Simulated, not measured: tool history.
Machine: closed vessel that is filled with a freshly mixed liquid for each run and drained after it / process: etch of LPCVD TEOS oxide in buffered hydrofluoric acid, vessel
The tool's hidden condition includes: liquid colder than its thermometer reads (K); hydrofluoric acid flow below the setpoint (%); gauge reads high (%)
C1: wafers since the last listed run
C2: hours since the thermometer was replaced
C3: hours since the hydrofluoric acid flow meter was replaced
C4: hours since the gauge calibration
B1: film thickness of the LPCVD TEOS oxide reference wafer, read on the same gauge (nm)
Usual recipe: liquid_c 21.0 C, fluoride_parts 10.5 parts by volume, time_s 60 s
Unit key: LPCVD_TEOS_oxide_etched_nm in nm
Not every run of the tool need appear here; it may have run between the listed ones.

run 1 day=0.000 | liquid_c=21.0 fluoride_parts=10.5 time_s=60 | C1=0 C2=1383.0 C3=1144.6 C4=364.7 | B1=50.02 | LPCVD_TEOS_oxide_etched_nm=70.89
run 2 day=2.688 | liquid_c=21.0 fluoride_parts=10.5 time_s=60 | C1=9272 C2=1447.5 C3=1209.1 C4=429.2 | B1=50.00 | LPCVD_TEOS_oxide_etched_nm=70.59
run 3 day=4.992 | liquid_c=21.0 fluoride_parts=7.5 time_s=60 | C1=7949 C2=1502.8 C3=1264.4 C4=484.5 | B1=50.00 | LPCVD_TEOS_oxide_etched_nm=96.47
run 4 day=6.467 | liquid_c=21.0 fluoride_parts=7.5 time_s=60 | C1=5089 C2=1538.2 C3=1299.8 C4=519.9 | B1=50.00 | LPCVD_TEOS_oxide_etched_nm=95.43
run 5 day=11.996 | liquid_c=21.0 fluoride_parts=7.5 time_s=60 | C1=19076 C2=1670.9 C3=1432.5 C4=652.6 | B1=49.99 | LPCVD_TEOS_oxide_etched_nm=95.35
run 6 day=14.088 | liquid_c=18.0 fluoride_parts=10.5 time_s=60 | C1=7216 C2=1721.1 C3=1482.7 C4=702.8 | B1=50.00 | LPCVD_TEOS_oxide_etched_nm=59.11
run 7 day=16.158 | liquid_c=18.0 fluoride_parts=10.5 time_s=60 | C1=7144 C2=1770.8 C3=1532.4 C4=752.5 | B1=50.00 | LPCVD_TEOS_oxide_etched_nm=59.15
run 8 day=18.875 | liquid_c=21.0 fluoride_parts=10.5 time_s=60 | C1=9373 C2=1836.0 C3=1597.6 C4=817.7 | B1=50.01 | LPCVD_TEOS_oxide_etched_nm=69.97
-- day=22.650 thermometer replaced
run 9 day=26.638 | liquid_c=21.0 fluoride_parts=10.5 time_s=60 | C1=26638 C2=95.7 C3=1783.9 C4=1004.0 | B1=50.00 | LPCVD_TEOS_oxide_etched_nm=69.66
run 10 day=28.200 | liquid_c=21.0 fluoride_parts=8.0 time_s=60 | C1=5390 C2=133.2 C3=1821.4 C4=1041.5 | B1=50.00 | LPCVD_TEOS_oxide_etched_nm=87.53
run 11 day=29.354 | liquid_c=21.0 fluoride_parts=8.0 time_s=60 | C1=3982 C2=160.9 C3=1849.1 C4=1069.2 | B1=50.00 | LPCVD_TEOS_oxide_etched_nm=87.75
run 12 day=30.538 | liquid_c=21.0 fluoride_parts=8.0 time_s=60 | C1=4082 C2=189.3 C3=1877.5 C4=1097.6 | B1=49.99 | LPCVD_TEOS_oxide_etched_nm=87.68
run 13 day=33.338 | liquid_c=21.0 fluoride_parts=10.5 time_s=60 | C1=9660 C2=256.5 C3=1944.7 C4=1164.8 | B1=49.97 | LPCVD_TEOS_oxide_etched_nm=69.38
run 14 day=36.100 | liquid_c=24.5 fluoride_parts=11.5 time_s=70 | C1=9531 C2=322.8 C3=2011.0 C4=1231.1 | B1=50.00 | LPCVD_TEOS_oxide_etched_nm=89.43

Run 15, settings as shown, results not yet in. Your forecast:
run 15 day=37.538 | liquid_c=21.0 fluoride_parts=14.5 time_s=60 | C1=4959 C2=357.3 C3=2045.5 C4=1265.6 | B1=? | LPCVD_TEOS_oxide_etched_nm=?

Run 15 yielded B1 50.02, LPCVD_TEOS_oxide_etched_nm 50.59 nm.
Minus the tool's unlogged condition, the same run would have read LPCVD_TEOS_oxide_etched_nm 54.48 nm.

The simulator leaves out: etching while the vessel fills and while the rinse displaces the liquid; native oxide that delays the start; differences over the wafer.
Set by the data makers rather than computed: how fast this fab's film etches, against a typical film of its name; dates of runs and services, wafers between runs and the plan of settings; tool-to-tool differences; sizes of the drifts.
